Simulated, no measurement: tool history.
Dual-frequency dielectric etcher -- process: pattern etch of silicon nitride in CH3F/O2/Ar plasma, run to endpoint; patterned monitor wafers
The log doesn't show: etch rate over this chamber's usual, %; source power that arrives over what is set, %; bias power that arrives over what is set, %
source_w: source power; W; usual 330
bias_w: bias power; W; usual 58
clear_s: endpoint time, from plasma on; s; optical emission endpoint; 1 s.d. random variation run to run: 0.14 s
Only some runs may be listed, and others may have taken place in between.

| run | hour | source_w | bias_w | wafers since the last listed run | hours since the last wet clean | hours since the last source power generator calibration | hours since the last bias power generator calibration | hours since the last upper electrode change | incoming incoming film thickness, nm | clear_s |
|---|---|---|---|---|---|---|---|---|---|---|
| 1 | 0 | 330 | 58 | 0 | 53.6 | 4230.8 | 1976.2 | 2425.3 | 17.82 | 32.8 |
| 2 | 15.4 | 330 | 58 | 161 | 69 | 4246.2 | 1991.6 | 2440.7 | 17.76 | 32.8 |
| 3 | 30.5 | 330 | 51 | 158 | 84.1 | 4261.3 | 2006.7 | 2455.8 | 17.5 | 33.6 |
| 4 | 43 | 330 | 58 | 131 | 96.6 | 4273.8 | 2019.2 | 2468.3 | 17.68 | 32.2 |
| 5 | 78.2 | 330 | 58 | 369 | 131.8 | 4309 | 2054.4 | 2503.5 | 17.69 | 32.1 |
| 6 | 104 | 330 | 58 | 270 | 157.6 | 4334.8 | 2080.2 | 2529.3 | 17.57 | 32 |
| 7 | 135.6 | 330 | 58 | 331 | 189.2 | 4366.4 | 2111.8 | 2560.9 | 17.73 | 32 |
| 8 | 149.2 | 330 | 58 | 142 | 202.8 | 4380 | 2125.4 | 2574.5 | 17.73 | 32 |
| 9 | 178.1 | 330 | 58 | 303 | 231.7 | 4408.9 | 2154.3 | 2603.4 | 17.8 | 32.2 |
| 10 | 209.2 | 330 | 58 | 326 | 262.8 | 4440 | 2185.4 | 2634.5 | 17.89 | 32.5 |
| 11 | 241.1 | 330 | 58 | 334 | 294.7 | 4471.9 | 2217.3 | 2666.4 | 17.87 | 32 |
|  | 267.1 | wet clean of the chamber |
| 12 | 267.6 | 330 | 58 | 26 | 0.5 | 4498.4 | 2243.8 | 2692.9 | 17.79 | 33.2 |
| 13 | 284.8 | 330 | 58 | 180 | 17.7 | 4515.6 | 2261 | 2710.1 | 17.77 | 32.9 |
| 14 | 315.5 | 330 | 58 | 321 | 48.4 | 4546.3 | 2291.7 | 2740.8 | 17.62 | 32.8 |
| 15 | 330.5 | 330 | 58 | 157 | 63.4 | 4561.3 | 2306.7 | 2755.8 | 17.72 | 32.7 |
| 16 | 357.3 | 330 | 58 | 281 | 90.2 | 4588.1 | 2333.5 | 2782.6 | 17.49 | 32.3 |
| 17 | 382.9 | 330 | 58 | 268 | 115.8 | 4613.7 | 2359.1 | 2808.2 | 17.7 | 32.4 |
| 18 | 395.2 | 280 | 68 | 128 | 128.1 | 4626 | 2371.4 | 2820.5 | 17.58 | 32.9 |
| 19 | 449.7 | 330 | 58 | 571 | 182.6 | 4680.5 | 2425.9 | 2875 | 17.61 | 32.2 |
| 20 | 467.2 | 390 | 58 | 183 | 200.1 | 4698 | 2443.4 | 2892.5 | 17.76 | 29.9 |
| 21 | 496 | 330 | 58 | 302 | 228.9 | 4726.8 | 2472.2 | 2921.3 | 17.87 | 32.6 |
|  | 514.5 | bias power generator calibrated |
| 22 | 522.7 | 270 | 51 | 238 | 255.6 | 4753.5 | 8.2 | 2948 | 17.76 | 37.1 |
| 23 | 544.6 | 290 | 50 | 229 | 277.5 | 4775.4 | 30.1 | 2969.9 | 17.64 | 35.5 |
|  | 583.3 | wet clean of the chamber |
|  | 591.5 | upper electrode replaced, of another model than before |
| 24 | 592 | 330 | 50 | 160 | 8.7 | 4822.8 | 77.5 | 0.5 | 17.64 | 35.1 |
| 25 | 596.4 | 380 | 45 | 46 | 13.1 | 4827.2 | 81.9 | 4.9 | 17.74 | 33.4 |
| 26 | 620.5 | 330 | 48 | 252 | 37.2 | 4851.3 | 106 | 29 | 17.97 | 36.2 |
|  | 649.9 | source power generator calibrated |
| 27 | 650.4 | 330 | 46 | 271 | 67.1 | 0.5 | 135.9 | 58.9 | 17.8 | 36.2 |
| 28 | 661.7 | 290 | 67 | 118 | 78.4 | 11.8 | 147.2 | 70.2 | 17.52 | 33.7 |
| 29 | 678.2 | 330 | 58 | 173 | 94.9 | 28.3 | 163.7 | 86.7 | 17.74 | 32.6 |
| 30 | 696.8 | 400 | 71 | 195 | 113.5 | 46.9 | 182.3 | 105.3 | 17.74 | 25.9 |
| 31 | 709.9 | 300 | 58 | 137 | 126.6 | 60 | 195.4 | 118.4 | 17.56 | 34.7 |
| 32 | 741.3 | 330 | 58 | 329 | 158 | 91.4 | 226.8 | 149.8 | 17.83 | 32.6 |
| 33 | 764.4 | 330 | 58 | 242 | 181.1 | 114.5 | 249.9 | 172.9 | 17.62 | 32 |
| 34 | 799.4 | 270 | 68 | 367 | 216.1 | 149.5 | 284.9 | 207.9 | 17.85 | 35.7 |
| 35 | 833.3 | 330 | 58 | 355 | 250 | 183.4 | 318.8 | 241.8 | 17.69 | 31.8 |
| 36 | 856.3 | 250 | 68 | 241 | 273 | 206.4 | 341.8 | 264.8 | 17.58 | 37.8 |

What differs in the tool's unlogged condition from the final listed run ahead of each entry between runs to the first listed run following it?
In the gap between runs 11 and 12: wet clean of the chamber (hour 267.1)
  etch rate over this chamber's usual, %: 3.8 -> -0.396
  measured less the result without the state, clear_s: -1.2 -> +0.2 s
In the gap between runs 21 and 22: bias power generator calibrated (hour 514.5)
  etch rate over this chamber's usual, %: 2.49 -> 2.83
  measured less the result without the state, clear_s: -0.8 -> -1.1 s
In the gap between runs 23 and 24: wet clean of the chamber (hour 583.3); upper electrode replaced, of another model than before (hour 591.5)
  etch rate over this chamber's usual, %: 3.1 -> 0.0715
  measured less the result without the state, clear_s: -1.1 -> +0 s
In the gap between runs 26 and 27: source power generator calibrated (hour 649.9)
  etch rate over this chamber's usual, %: 0.432 -> 0.809
  measured less the result without the state, clear_s: -0.1 -> -0.3 s
